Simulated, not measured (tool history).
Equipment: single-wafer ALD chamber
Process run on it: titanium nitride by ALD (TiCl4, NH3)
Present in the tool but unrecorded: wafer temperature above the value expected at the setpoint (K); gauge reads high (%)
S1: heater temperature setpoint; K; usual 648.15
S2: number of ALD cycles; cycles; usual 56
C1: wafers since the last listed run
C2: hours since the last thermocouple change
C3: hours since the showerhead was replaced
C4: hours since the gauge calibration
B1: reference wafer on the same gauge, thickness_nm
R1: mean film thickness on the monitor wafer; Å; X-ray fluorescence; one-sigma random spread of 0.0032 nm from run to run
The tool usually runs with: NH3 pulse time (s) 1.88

Run 1, hour 0: usual settings but NH3 pulse time (s) 2.43; C1 0; C2 811.4; C3 2584.9; C4 575.2; B1 1.04. Result: R1 12.12 Å.
Run 2, hour 71.4: usual settings but NH3 pulse time (s) 2.43; C1 430; C2 882.8; C3 2656.3; C4 646.6; B1 1.04. Result: R1 12.05 Å.
At hour 85.7: thermocouple changed; heater temperature recalibrated.
Run 3, hour 169.3: usual settings but NH3 pulse time (s) 2.43; C1 542; C2 83.6; C3 2754.2; C4 744.5; B1 1.039. Result: R1 12.2 Å.
Run 4, hour 218.4: usual settings; C1 296; C2 132.7; C3 2803.3; C4 793.6; B1 1.04. Result: R1 12.07 Å.
Run 5, hour 262.9: usual settings; C1 268; C2 177.2; C3 2847.8; C4 838.1; B1 1.04. Result: R1 12.01 Å.
Run 6, hour 348.7: usual settings but NH3 pulse time (s) 1.28; C1 517; C2 263; C3 2933.6; C4 923.9; B1 1.04. Result: R1 11.53 Å.
Run 7, hour 417.2: usual settings but NH3 pulse time (s) 1.28; C1 413; C2 331.5; C3 3002.1; C4 992.4; B1 1.04. Result: R1 11.5 Å.
At hour 508.1: showerhead replaced, of another model than before.
Run 8, hour 522.9: usual settings; C1 589; C2 437.2; C3 14.8; C4 1098.1; B1 1.04. Result: R1 11.91 Å.
Run 9, hour 629.8: usual settings but S1 654.15 K, S2 48 cycles, NH3 pulse time (s) 2.48; C1 644; C2 544.1; C3 121.7; C4 1205; B1 1.04. Result: R1 10.59 Å.
Run 10, hour 671.4: usual settings but S1 656.15 K, S2 53 cycles; C1 250; C2 585.7; C3 163.3; C4 1246.6; B1 1.039. Result: R1 11.43 Å.
Run 11, hour 723.8: usual settings; C1 315; C2 638.1; C3 215.7; C4 1299; B1 1.039. Result: R1 11.92 Å.
At hour 772.3: gauge calibrated.
Run 12, hour 782.5: usual settings; C1 353; C2 696.8; C3 274.4; C4 10.2; B1 1.04. Result: R1 11.9 Å.
Run 13, hour 844.3: usual settings but NH3 pulse time (s) 2.42; C1 372; C2 758.6; C3 336.2; C4 72; B1 1.039. Result: R1 12.21 Å.
At hour 903.3: thermocouple changed; heater temperature recalibrated.
Run 14, hour 934.7: usual settings but NH3 pulse time (s) 2.44; C1 496; C2 31.4; C3 426.6; C4 162.4; B1 1.04. Result: R1 12.37 Å.
Run 15, hour 1008.1: usual settings but S1 643.15 K, S2 65 cycles, NH3 pulse time (s) 1.26; C1 442; C2 104.8; C3 500; C4 235.8; B1 1.04. Result: R1 12.87 Å.
Run 16, hour 1093.1: usual settings but S1 660.15 K, S2 62 cycles, NH3 pulse time (s) 2.52; C1 512; C2 189.8; C3 585; C4 320.8; B1 1.04. Result: R1 13.81 Å.
Run 17, hour 1199: usual settings; C1 638; C2 295.7; C3 690.9; C4 426.7; B1 1.04. Result: R1 11.96 Å.

Branching from run 17: 5 alternative next runs. What would each branch give?
Run A, hour 1199.5: usual settings but S2 66 cycles; C1 3; C2 296.2; C3 691.4; C4 427.2; B1 ?. Result: R1 ?.
Run B, hour 1199.5: usual settings but S1 656.15 K, S2 65 cycles, NH3 pulse time (s) 2.59; C1 3; C2 296.2; C3 691.4; C4 427.2; B1 ?. Result: R1 ?.
Run C, hour 1199.5: usual settings but S1 663.15 K, S2 50 cycles, NH3 pulse time (s) 1.51; C1 3; C2 296.2; C3 691.4; C4 427.2; B1 ?. Result: R1 ?.
Run D, hour 1199.5: usual settings but S1 640.15 K, S2 51 cycles; C1 3; C2 296.2; C3 691.4; C4 427.2; B1 ?. Result: R1 ?.
Run E, hour 1199.5: usual settings but S2 53 cycles, NH3 pulse time (s) 1.34; C1 3; C2 296.2; C3 691.4; C4 427.2; B1 ?. Result: R1 ?.

run    B1     R1
  A  1.04   14.1
  B  1.04  14.41
  C  1.04  10.67
  D  1.04   10.7
  E  1.04  10.76
The same runs, with their run-to-run variation unchanged, on a tool lacking any hidden condition would have given:
run     R1
  A   14.2
  B  14.44
  C  10.72
  D  10.78
  E  10.87
